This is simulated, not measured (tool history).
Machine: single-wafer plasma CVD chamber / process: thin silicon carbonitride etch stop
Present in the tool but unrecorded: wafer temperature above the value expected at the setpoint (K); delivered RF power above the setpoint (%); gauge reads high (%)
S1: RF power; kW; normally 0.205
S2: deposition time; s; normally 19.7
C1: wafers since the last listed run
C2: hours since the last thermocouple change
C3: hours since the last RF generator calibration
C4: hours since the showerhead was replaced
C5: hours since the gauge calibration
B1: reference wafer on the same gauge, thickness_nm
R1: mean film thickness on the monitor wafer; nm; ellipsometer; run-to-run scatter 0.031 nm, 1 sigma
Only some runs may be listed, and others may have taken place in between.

| run | hour | S1 | S2 | C1 | C2 | C3 | C4 | C5 | B1 | R1 |
|---|---|---|---|---|---|---|---|---|---|---|
| 1 | 0 | 0.205 | 19.7 | 0 | 1757.4 | 537.1 | 6087.2 | 260.6 | 9.477 | 9.877 |
| 2 | 12.7 | 0.205 | 19.7 | 415 | 1770.1 | 549.8 | 6099.9 | 273.3 | 9.479 | 9.809 |
| 3 | 25.3 | 0.205 | 19.7 | 412 | 1782.7 | 562.4 | 6112.5 | 285.9 | 9.483 | 9.881 |
| 4 | 35.6 | 0.205 | 19.7 | 336 | 1793 | 572.7 | 6122.8 | 296.2 | 9.476 | 9.8 |
| 5 | 59.2 | 0.22 | 19.7 | 772 | 1816.6 | 596.3 | 6146.4 | 319.8 | 9.476 | 10.128 |
| 6 | 65.3 | 0.205 | 19.7 | 199 | 1822.7 | 602.4 | 6152.5 | 325.9 | 9.476 | 9.865 |
| 7 | 80.8 | 0.205 | 19.7 | 507 | 1838.2 | 617.9 | 6168 | 341.4 | 9.48 | 9.813 |
| 8 | 121.6 | 0.205 | 19.7 | 1334 | 1879 | 658.7 | 6208.8 | 382.2 | 9.474 | 9.774 |
| 9 | 131.2 | 0.205 | 19.7 | 314 | 1888.6 | 668.3 | 6218.4 | 391.8 | 9.467 | 9.778 |
| 10 | 138.7 | 0.205 | 20.6 | 245 | 1896.1 | 675.8 | 6225.9 | 399.3 | 9.482 | 10.268 |
| 11 | 151.5 | 0.205 | 20.6 | 418 | 1908.9 | 688.6 | 6238.7 | 412.1 | 9.498 | 10.261 |
| 12 | 165.3 | 0.205 | 19.7 | 451 | 1922.7 | 702.4 | 6252.5 | 425.9 | 9.499 | 9.778 |
| 13 | 174.2 | 0.205 | 19.7 | 291 | 1931.6 | 711.3 | 6261.4 | 434.8 | 9.465 | 9.804 |
| 14 | 191.5 | 0.205 | 19.7 | 565 | 1948.9 | 728.6 | 6278.7 | 452.1 | 9.467 | 9.77 |
| 15 | 199.1 | 0.18 | 19.7 | 248 | 1956.5 | 736.2 | 6286.3 | 459.7 | 9.471 | 9.298 |
| 16 | 206.4 | 0.18 | 19.7 | 238 | 1963.8 | 743.5 | 6293.6 | 467 | 9.487 | 9.279 |
| 17 | 220.6 | 0.205 | 19.7 | 464 | 1978 | 757.7 | 6307.8 | 481.2 | 9.499 | 9.791 |
| 18 | 232.7 | 0.205 | 20.6 | 395 | 1990.1 | 769.8 | 6319.9 | 493.3 | 9.492 | 10.281 |
|  | 251.6 | showerhead replaced |
| 19 | 252.1 | 0.205 | 19.7 | 372 | 2009.5 | 789.2 | 0.5 | 512.7 | 9.478 | 9.811 |
|  | 256.1 | gauge calibrated |
| 20 | 261.4 | 0.185 | 16.2 | 304 | 2018.8 | 798.5 | 9.8 | 5.3 | 9.485 | 7.704 |
| 21 | 278.5 | 0.235 | 16.8 | 559 | 2035.9 | 815.6 | 26.9 | 22.4 | 9.475 | 8.714 |
| 22 | 287.6 | 0.225 | 21.7 | 297 | 2045 | 824.7 | 36 | 31.5 | 9.483 | 11.136 |
| 23 | 294.3 | 0.205 | 19.7 | 219 | 2051.7 | 831.4 | 42.7 | 38.2 | 9.482 | 9.717 |
|  | 309.8 | thermocouple changed; heater temperature recalibrated |
| 24 | 310.3 | 0.23 | 18.7 | 261 | 0.5 | 847.4 | 58.7 | 54.2 | 9.488 | 9.634 |
| 25 | 322.9 | 0.195 | 18.4 | 412 | 13.1 | 860 | 71.3 | 66.8 | 9.492 | 8.944 |
| 26 | 340.4 | 0.205 | 16.5 | 572 | 30.6 | 877.5 | 88.8 | 84.3 | 9.488 | 8.142 |
|  | 352.1 | RF generator calibrated |
| 27 | 389.9 | 0.205 | 21.1 | 1357 | 80.1 | 37.8 | 138.3 | 133.8 | 9.485 | 10.587 |
| 28 | 405.7 | 0.23 | 23.5 | 516 | 95.9 | 53.6 | 154.1 | 149.6 | 9.474 | 12.367 |
| 29 | 412.9 | 0.205 | 18.6 | 235 | 103.1 | 60.8 | 161.3 | 156.8 | 9.477 | 9.352 |
| 30 | 427.6 | 0.205 | 19.7 | 480 | 117.8 | 75.5 | 176 | 171.5 | 9.484 | 9.968 |
| 31 | 443.4 | 0.215 | 17.3 | 516 | 133.6 | 91.3 | 191.8 | 187.3 | 9.477 | 8.858 |
| 32 | 452.1 | 0.205 | 19.7 | 284 | 142.3 | 100 | 200.5 | 196 | 9.48 | 9.979 |
| 33 | 461.8 | 0.205 | 19.7 | 317 | 152 | 109.7 | 210.2 | 205.7 | 9.479 | 9.875 |
| 34 | 477.5 | 0.165 | 17.2 | 513 | 167.7 | 125.4 | 225.9 | 221.4 | 9.473 | 8.022 |
| 35 | 494 | 0.205 | 19.7 | 539 | 184.2 | 141.9 | 242.4 | 237.9 | 9.481 | 9.968 |

List, for all runs, the conditions of the tool that the log does not record:
wafer temperature above the value expected at the setpoint (K): 0 in every run
gauge reads high (%): 0 in every run
H1: delivered RF power above the setpoint (%)
| run | H1 |
|---|---|
| 1 | -2.92 |
| 2 | -3.03 |
| 3 | -3.15 |
| 4 | -3.24 |
| 5 | -3.47 |
| 6 | -3.52 |
| 7 | -3.68 |
| 8 | -4.1 |
| 9 | -4.2 |
| 10 | -4.28 |
| 11 | -4.42 |
| 12 | -4.58 |
| 13 | -4.68 |
| 14 | -4.88 |
| 15 | -4.97 |
| 16 | -5.06 |
| 17 | -5.23 |
| 18 | -5.38 |
| 19 | -5.63 |
| 20 | -5.74 |
| 21 | -5.97 |
| 22 | -6.09 |
| 23 | -6.18 |
| 24 | -6.4 |
| 25 | -6.57 |
| 26 | -6.81 |
| 27 | -0.376 |
| 28 | -0.388 |
| 29 | -0.395 |
| 30 | -0.411 |
| 31 | -0.432 |
| 32 | -0.446 |
| 33 | -0.462 |
| 34 | -0.492 |
| 35 | -0.528 |
